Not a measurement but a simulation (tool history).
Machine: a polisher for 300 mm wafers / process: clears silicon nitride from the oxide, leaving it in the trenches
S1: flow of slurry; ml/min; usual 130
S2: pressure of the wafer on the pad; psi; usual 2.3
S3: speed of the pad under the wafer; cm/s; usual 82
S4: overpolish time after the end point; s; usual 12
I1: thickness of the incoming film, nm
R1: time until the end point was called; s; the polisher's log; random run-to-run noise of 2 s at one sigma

run 1 hour=0 | S1=130 S2=2.3 S3=82 S4=12 | I1=69.6 | R1=138.1
-- hour=6.9 slurry nozzle cleaned
run 2 hour=9.6 | S1=130 S2=2.3 S3=82 S4=12 | I1=70.2 | R1=123.5
run 3 hour=20.6 | S1=130 S2=2.3 S3=82 S4=12 | I1=68.7 | R1=124.9
run 4 hour=37.3 | S1=130 S2=2.3 S3=82 S4=12 | I1=69.4 | R1=124.4
run 5 hour=54.7 | S1=130 S2=2.3 S3=82 S4=12 | I1=68.5 | R1=128.4
run 6 hour=71.2 | S1=130 S2=2.3 S3=82 S4=12 | I1=69 | R1=128.7
run 7 hour=79 | S1=130 S2=2.3 S3=82 S4=12 | I1=69.3 | R1=131.4
run 8 hour=93.1 | S1=130 S2=2.3 S3=82 S4=12 | I1=69.8 | R1=130.5
-- hour=102.8 worn pad replaced by a new one, of another model than before
run 9 hour=106.6 | S1=130 S2=2.3 S3=82 S4=12 | I1=71.1 | R1=150.9
run 10 hour=115.6 | S1=130 S2=2.3 S3=82 S4=12 | I1=69.4 | R1=147.8
run 11 hour=128 | S1=130 S2=2.3 S3=82 S4=12 | I1=69.3 | R1=153.2
run 12 hour=136.3 | S1=130 S2=2.3 S3=82 S4=12 | I1=69.4 | R1=153.2
run 13 hour=151.8 | S1=130 S2=2.3 S3=82 S4=12 | I1=69.8 | R1=155
run 14 hour=162.7 | S1=130 S2=2.3 S3=82 S4=12 | I1=70.2 | R1=159.2
run 15 hour=173.1 | S1=130 S2=2.3 S3=68 S4=12 | I1=69.4 | R1=180.7
run 16 hour=184 | S1=85 S2=1.8 S3=98 S4=15 | I1=70.2 | R1=254.2
run 17 hour=200 | S1=110 S2=2.7 S3=60 S4=14 | I1=70.2 | R1=202.6
run 18 hour=211.1 | S1=130 S2=1.9 S3=82 S4=14 | I1=70.2 | R1=188
run 19 hour=219.3 | S1=170 S2=2.7 S3=82 S4=12 | I1=69.4 | R1=130.4
run 20 hour=226.5 | S1=150 S2=2.3 S3=60 S4=12 | I1=70 | R1=184.8
-- hour=236 head pressure recalibrated
-- hour=237.8 slurry nozzle cleaned
run 21 hour=242.2 | S1=130 S2=2.3 S3=82 S4=12 | I1=70.7 | R1=125.6
run 22 hour=250.4 | S1=130 S2=1.7 S3=98 S4=18 | I1=71.2 | R1=138.9
run 23 hour=258.8 | S1=130 S2=2.3 S3=94 S4=12 | I1=69.4 | R1=119.8
run 24 hour=275.2 | S1=85 S2=1.8 S3=98 S4=15 | I1=69.5 | R1=175.3
-- hour=288.9 worn pad replaced by a new one
run 25 hour=291 | S1=100 S2=1.7 S3=60 S4=9 | I1=68.7 | R1=220.5
run 26 hour=302.2 | S1=145 S2=2.3 S3=60 S4=12 | I1=69.6 | R1=157.7
run 27 hour=313 | S1=130 S2=2.3 S3=82 S4=12 | I1=70.1 | R1=143.6
run 28 hour=321.9 | S1=130 S2=2.3 S3=82 S4=12 | I1=69.8 | R1=147.9
run 29 hour=330.4 | S1=130 S2=3 S3=82 S4=10 | I1=70.1 | R1=125.6

What was the tool's hidden state at every run in the log?
removal rate lost through wear of the pad, %: 0 across all the runs
deviation of the head's pressure from its setpoint, %: 0 across all the runs
H1: slurry flow missing at the pad, %
run=1 H1=41.1
run=2 H1=3.02
run=3 H1=9.09
run=4 H1=16.6
run=5 H1=22.7
run=6 H1=27.2
run=7 H1=29
run=8 H1=31.7
run=9 H1=33.8
run=10 H1=35
run=11 H1=36.5
run=12 H1=37.3
run=13 H1=38.5
run=14 H1=39.3
run=15 H1=39.9
run=16 H1=40.4
run=17 H1=41.1
run=18 H1=41.4
run=19 H1=41.7
run=20 H1=41.8
run=21 H1=3.46
run=22 H1=7.96
run=23 H1=12
run=24 H1=18.7
run=25 H1=23.7
run=26 H1=26.7
run=27 H1=29.1
run=28 H1=30.8
run=29 H1=32.2
